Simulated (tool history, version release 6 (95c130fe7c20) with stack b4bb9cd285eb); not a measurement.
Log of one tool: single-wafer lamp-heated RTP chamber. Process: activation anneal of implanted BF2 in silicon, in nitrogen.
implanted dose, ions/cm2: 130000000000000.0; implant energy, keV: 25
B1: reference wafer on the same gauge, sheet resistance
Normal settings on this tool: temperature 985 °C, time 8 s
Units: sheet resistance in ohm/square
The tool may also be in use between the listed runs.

run 1 day=0 | temperature=985 time=8 | B1=612.96 | sheet_resistance=722.1
run 2 day=4.371 | temperature=1001 time=9 | B1=612.91 | sheet_resistance=716.28
run 3 day=6.683 | temperature=1001 time=9 | B1=612.91 | sheet_resistance=716.02
run 4 day=9.979 | temperature=1001 time=9 | B1=612.95 | sheet_resistance=716.82
run 5 day=12.642 | temperature=985 time=8 | B1=613.01 | sheet_resistance=721.88
run 6 day=14.225 | temperature=985 time=8 | B1=613.09 | sheet_resistance=720.2
-- day=16.425 gauge calibrated
-- day=17.596 pyrometer window cleaned and pyrometer calibrated
run 7 day=17.996 | temperature=985 time=8 | B1=612.95 | sheet_resistance=724.72
run 8 day=21.688 | temperature=971 time=7 | B1=613.1 | sheet_resistance=731.54
run 9 day=24.329 | temperature=985 time=10 | B1=613.06 | sheet_resistance=721.1
-- day=26.692 reflector plate cleaned
run 10 day=26.712 | temperature=985 time=8 | B1=613.1 | sheet_resistance=723.53
run 11 day=28.283 | temperature=1005 time=8 | B1=612.99 | sheet_resistance=716.21
run 12 day=30.779 | temperature=998 time=11 | B1=612.91 | sheet_resistance=717.9
run 13 day=40.558 | temperature=974 time=11 | B1=613.01 | sheet_resistance=720.78
run 14 day=44.358 | temperature=1011 time=12 | B1=612.92 | sheet_resistance=714.14
-- day=44.958 gauge calibrated
run 15 day=47.758 | temperature=1011 time=12 | B1=612.91 | sheet_resistance=715.37
-- day=48.95 pyrometer window cleaned and pyrometer calibrated
run 16 day=50.425 | temperature=985 time=8 | B1=613.04 | sheet_resistance=722.96

What if the next run were any one of these 3? Each begins from the tool's condition after run 16:
run A day=50.442 | temperature=970 time=8 | B1=? | sheet_resistance=?
run B day=50.442 | temperature=959 time=4 | B1=? | sheet_resistance=?
run C day=50.442 | temperature=994 time=5 | B1=? | sheet_resistance=?

run=A B1=613.01 sheet_resistance=734.88
run=B B1=613.01 sheet_resistance=750.7
run=C B1=613.01 sheet_resistance=724.58
Had the tool no hidden state, the same runs would have come out as:
run=A sheet_resistance=736.07
run=B sheet_resistance=752.58
run=C sheet_resistance=725.09

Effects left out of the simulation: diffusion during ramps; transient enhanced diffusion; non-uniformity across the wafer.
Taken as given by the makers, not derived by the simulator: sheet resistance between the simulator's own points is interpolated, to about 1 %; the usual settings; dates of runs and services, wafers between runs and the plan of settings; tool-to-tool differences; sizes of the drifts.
